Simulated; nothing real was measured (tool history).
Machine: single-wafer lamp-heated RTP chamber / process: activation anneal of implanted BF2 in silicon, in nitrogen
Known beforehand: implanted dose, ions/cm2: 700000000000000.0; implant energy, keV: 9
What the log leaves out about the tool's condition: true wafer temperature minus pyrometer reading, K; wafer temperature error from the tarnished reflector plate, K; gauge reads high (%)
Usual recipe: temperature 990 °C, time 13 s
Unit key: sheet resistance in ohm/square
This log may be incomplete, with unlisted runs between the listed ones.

run   hour  temperature  time  wafers since the last listed run  wafers since the last pyrometer calibration  wafers since the reflector plate was cleaned  hours since the gauge calibration  read-back reference wafer on the same gauge, sheet resistance  sheet resistance
  1    0.0          990    15                                 0                                         2547                                          3067                              345.1                                                         370.39            313.67
       3.3  -- pyrometer window cleaned and pyrometer calibrated
  2   45.4          990    13                               614                                          614                                          3681                              390.5                                                         369.95            320.26
  3  122.9          990    13                              1130                                         1745                                          4812                              468.0                                                         369.89            318.34
  4  139.7          990    13                               245                                         1990                                          5057                              484.8                                                         369.66            318.29
     158.8  -- pyrometer window cleaned and pyrometer calibrated
  5  159.7         1008    16                               175                                           13                                          5232                              504.8                                                         369.72            272.64
  6  182.1         1008    16                               326                                          340                                          5559                              527.2                                                         370.16            275.30
  7  216.4          983    13                               500                                          840                                          6060                              561.5                                                         369.66            334.15
  8  232.4         1009    19                               233                                         1074                                          6293                              577.5                                                         369.92            264.54
  9  254.1         1009    19                               316                                         1390                                          6610                              599.2                                                         370.02            265.52
 10  266.5          990    13                               180                                         1571                                          6791                              611.6                                                         369.58            316.21
 11  301.3          990    13                               507                                         2079                                          7299                              646.4                                                         370.11            316.82
 12  325.6          990    13                               354                                         2434                                          7653                              670.7                                                         370.64            316.46
 13  338.8          990    13                               192                                         2626                                          7846                              683.9                                                         370.84            314.49
     355.3  -- pyrometer window cleaned and pyrometer calibrated
 14  355.8          990    13                               131                                            7                                          7977                              700.9                                                         370.42            313.88
 15  376.8          990    13                               306                                          313                                          8284                              721.9                                                         369.11            316.26
 16  401.9         1008    13                               366                                          680                                          8650                              747.0                                                         370.07            280.52
 17  449.6         1008    13                               696                                         1376                                          9346                              794.7                                                         370.42            282.25
 18  462.1          982    13                               182                                         1558                                          9528                              807.2                                                         370.15            332.10
 19  496.8         1008    13                               506                                         2064                                         10035                              841.9                                                         369.71            280.19
     520.1  -- pyrometer window cleaned and pyrometer calibrated
 20  526.7          969    16                               319                                           96                                         10354                              871.8                                                         369.58            354.29
 21  546.1         1008    13                               283                                          379                                         10637                              891.2                                                         369.87            279.84
     564.4  -- reflector plate cleaned
 22  571.4          972    20                               252                                          632                                           101                              916.5                                                         369.82            344.69
 23  584.7         1019    10                               194                                          826                                           296                              929.8                                                         369.69            282.61
 24  609.6          990    13                               363                                         1189                                           659                              954.7                                                         370.00            323.21
     627.2  -- gauge calibrated
 25  634.0          975    13                               356                                         1545                                          1015                                6.8                                                         369.77            364.77
 26  648.8          990    13                               215                                         1761                                          1231                               21.6                                                         369.97            319.37
     677.8  -- pyrometer window cleaned and pyrometer calibrated
 27  678.3         1005    13                               313                                            7                                          1545                               51.1                                                         369.59            292.68
 28  695.0          972    16                               243                                          251                                          1788                               67.8                                                         369.83            361.98
 29  707.2          962    10                               178                                          429                                          1966                               80.0                                                         370.18            428.10
 30  724.3          990    13                               249                                          679                                          2216                               97.1                                                         370.23            321.20
 31  747.1         1019    21                               332                                         1011                                          2549                              119.9                                                         369.99            247.64

Predict the results of run 32:
 32  774.2          990    18                               395                                         1407                                          2944                              147.0                                                              ?                 ?

Run 32 measured read-back reference wafer on the same gauge, sheet resistance 370.32, sheet resistance 304.30 ohm/square.
With the hidden condition absent and the run-to-run variation left alone, this run would have shown sheet resistance 306.41 ohm/square.
